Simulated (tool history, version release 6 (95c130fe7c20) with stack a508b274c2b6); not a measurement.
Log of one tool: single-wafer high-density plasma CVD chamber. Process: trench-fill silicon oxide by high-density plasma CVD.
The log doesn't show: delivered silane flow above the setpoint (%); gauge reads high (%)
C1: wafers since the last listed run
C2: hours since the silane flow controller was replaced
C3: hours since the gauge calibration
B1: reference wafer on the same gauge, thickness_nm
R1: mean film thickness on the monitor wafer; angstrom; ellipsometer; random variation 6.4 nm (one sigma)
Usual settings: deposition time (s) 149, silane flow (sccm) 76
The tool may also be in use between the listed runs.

{"run": 1, "day": 0.0, "deposition time (s)": 149, "silane flow (sccm)": 76, "C1": 0, "C2": 3890.3, "C3": 566.2, "B1": 1321.427, "R1": 11554.05}
{"run": 2, "day": 2.771, "deposition time (s)": 149, "silane flow (sccm)": 76, "C1": 516, "C2": 3956.8, "C3": 632.7, "B1": 1320.946, "R1": 11441.34}
{"run": 3, "day": 9.754, "deposition time (s)": 149, "silane flow (sccm)": 76, "C1": 1301, "C2": 4124.4, "C3": 800.3, "B1": 1318.922, "R1": 11537.4}
{"run": 4, "day": 11.158, "deposition time (s)": 149, "silane flow (sccm)": 76, "C1": 261, "C2": 4158.1, "C3": 834.0, "B1": 1319.294, "R1": 11571.35}
{"run": 5, "day": 13.433, "deposition time (s)": 149, "silane flow (sccm)": 76, "C1": 424, "C2": 4212.7, "C3": 888.6, "B1": 1319.532, "R1": 11538.67}
{"run": 6, "day": 15.879, "deposition time (s)": 149, "silane flow (sccm)": 76, "C1": 455, "C2": 4271.4, "C3": 947.3, "B1": 1320.579, "R1": 11711.53}
{"run": 7, "day": 17.229, "deposition time (s)": 149, "silane flow (sccm)": 76, "C1": 251, "C2": 4303.8, "C3": 979.7, "B1": 1321.428, "R1": 11623.3}
{"run": 8, "day": 19.017, "deposition time (s)": 164, "silane flow (sccm)": 81, "C1": 333, "C2": 4346.7, "C3": 1022.6, "B1": 1319.933, "R1": 13631.75}
{"run": 9, "day": 23.346, "deposition time (s)": 164, "silane flow (sccm)": 81, "C1": 807, "C2": 4450.6, "C3": 1126.5, "B1": 1320.83, "R1": 13617.81}
{"run": 10, "day": 25.0, "deposition time (s)": 164, "silane flow (sccm)": 81, "C1": 308, "C2": 4490.3, "C3": 1166.2, "B1": 1320.971, "R1": 13719.01}
{"run": 11, "day": 27.029, "deposition time (s)": 149, "silane flow (sccm)": 76, "C1": 378, "C2": 4539.0, "C3": 1214.9, "B1": 1319.96, "R1": 11596.79}
{"run": 12, "day": 28.796, "deposition time (s)": 149, "silane flow (sccm)": 76, "C1": 329, "C2": 4581.4, "C3": 1257.3, "B1": 1322.499, "R1": 11675.96}
{"run": 13, "day": 30.071, "deposition time (s)": 149, "silane flow (sccm)": 76, "C1": 237, "C2": 4612.0, "C3": 1287.9, "B1": 1319.068, "R1": 11792.87}
{"run": 14, "day": 32.996, "deposition time (s)": 149, "silane flow (sccm)": 76, "C1": 545, "C2": 4682.2, "C3": 1358.1, "B1": 1320.507, "R1": 11736.92}
{"day": 34.029, "done": "silane flow controller replaced"}
{"run": 15, "day": 34.175, "deposition time (s)": 149, "silane flow (sccm)": 76, "C1": 157, "C2": 3.5, "C3": 1386.4, "B1": 1320.934, "R1": 11075.48}
{"run": 16, "day": 36.596, "deposition time (s)": 149, "silane flow (sccm)": 76, "C1": 451, "C2": 61.6, "C3": 1444.5, "B1": 1322.221, "R1": 11016.97}
{"run": 17, "day": 37.733, "deposition time (s)": 149, "silane flow (sccm)": 76, "C1": 212, "C2": 88.9, "C3": 1471.8, "B1": 1320.388, "R1": 11006.23}
{"run": 18, "day": 38.904, "deposition time (s)": 149, "silane flow (sccm)": 76, "C1": 218, "C2": 117.0, "C3": 1499.9, "B1": 1320.025, "R1": 10969.66}
{"run": 19, "day": 41.442, "deposition time (s)": 149, "silane flow (sccm)": 76, "C1": 473, "C2": 177.9, "C3": 1560.8, "B1": 1319.368, "R1": 10988.48}
{"run": 20, "day": 43.517, "deposition time (s)": 149, "silane flow (sccm)": 76, "C1": 386, "C2": 227.7, "C3": 1610.6, "B1": 1321.068, "R1": 11014.01}
{"run": 21, "day": 44.567, "deposition time (s)": 149, "silane flow (sccm)": 76, "C1": 195, "C2": 252.9, "C3": 1635.8, "B1": 1319.919, "R1": 10999.75}
{"run": 22, "day": 45.6, "deposition time (s)": 149, "silane flow (sccm)": 76, "C1": 192, "C2": 277.7, "C3": 1660.6, "B1": 1321.477, "R1": 11034.23}
{"run": 23, "day": 47.104, "deposition time (s)": 149, "silane flow (sccm)": 85, "C1": 280, "C2": 313.8, "C3": 1696.7, "B1": 1320.816, "R1": 12281.6}
{"run": 24, "day": 49.329, "deposition time (s)": 171, "silane flow (sccm)": 82, "C1": 414, "C2": 367.2, "C3": 1750.1, "B1": 1319.738, "R1": 13652.49}
{"run": 25, "day": 52.229, "deposition time (s)": 169, "silane flow (sccm)": 66, "C1": 540, "C2": 436.8, "C3": 1819.7, "B1": 1318.66, "R1": 10755.35}
{"run": 26, "day": 57.946, "deposition time (s)": 164, "silane flow (sccm)": 76, "C1": 1065, "C2": 574.0, "C3": 1956.9, "B1": 1320.471, "R1": 12250.54}
{"run": 27, "day": 60.725, "deposition time (s)": 162, "silane flow (sccm)": 89, "C1": 518, "C2": 640.7, "C3": 2023.6, "B1": 1320.772, "R1": 14139.19}
{"run": 28, "day": 63.288, "deposition time (s)": 172, "silane flow (sccm)": 76, "C1": 477, "C2": 702.2, "C3": 2085.1, "B1": 1320.975, "R1": 12691.61}
{"run": 29, "day": 64.375, "deposition time (s)": 132, "silane flow (sccm)": 66, "C1": 202, "C2": 728.3, "C3": 2111.2, "B1": 1320.815, "R1": 8462.93}
{"day": 67.267, "done": "gauge calibrated"}
{"run": 30, "day": 67.275, "deposition time (s)": 141, "silane flow (sccm)": 76, "C1": 540, "C2": 797.9, "C3": 0.2, "B1": 1320.979, "R1": 10419.17}
{"run": 31, "day": 69.146, "deposition time (s)": 149, "silane flow (sccm)": 76, "C1": 348, "C2": 842.8, "C3": 45.1, "B1": 1320.528, "R1": 11076.88}
{"run": 32, "day": 71.833, "deposition time (s)": 170, "silane flow (sccm)": 76, "C1": 501, "C2": 907.3, "C3": 109.6, "B1": 1318.616, "R1": 12625.3}
{"run": 33, "day": 73.375, "deposition time (s)": 177, "silane flow (sccm)": 76, "C1": 287, "C2": 944.3, "C3": 146.6, "B1": 1320.292, "R1": 13194.76}
{"run": 34, "day": 76.296, "deposition time (s)": 149, "silane flow (sccm)": 76, "C1": 544, "C2": 1014.4, "C3": 216.7, "B1": 1319.818, "R1": 11165.14}
{"run": 35, "day": 79.288, "deposition time (s)": 149, "silane flow (sccm)": 76, "C1": 557, "C2": 1086.2, "C3": 288.5, "B1": 1321.515, "R1": 11004.5}
{"run": 36, "day": 82.1, "deposition time (s)": 177, "silane flow (sccm)": 88, "C1": 524, "C2": 1153.7, "C3": 356.0, "B1": 1319.588, "R1": 15131.01}

Forecast run 37:
{"run": 37, "day": 90.308, "deposition time (s)": 124, "silane flow (sccm)": 90, "C1": 1530, "C2": 1350.7, "C3": 553.0, "B1": "?", "R1": "?"}

B1: 1319.897
R1: 10886.76 angstrom
Without the tool's hidden state the same run would have given R1 10890.84 angstrom.
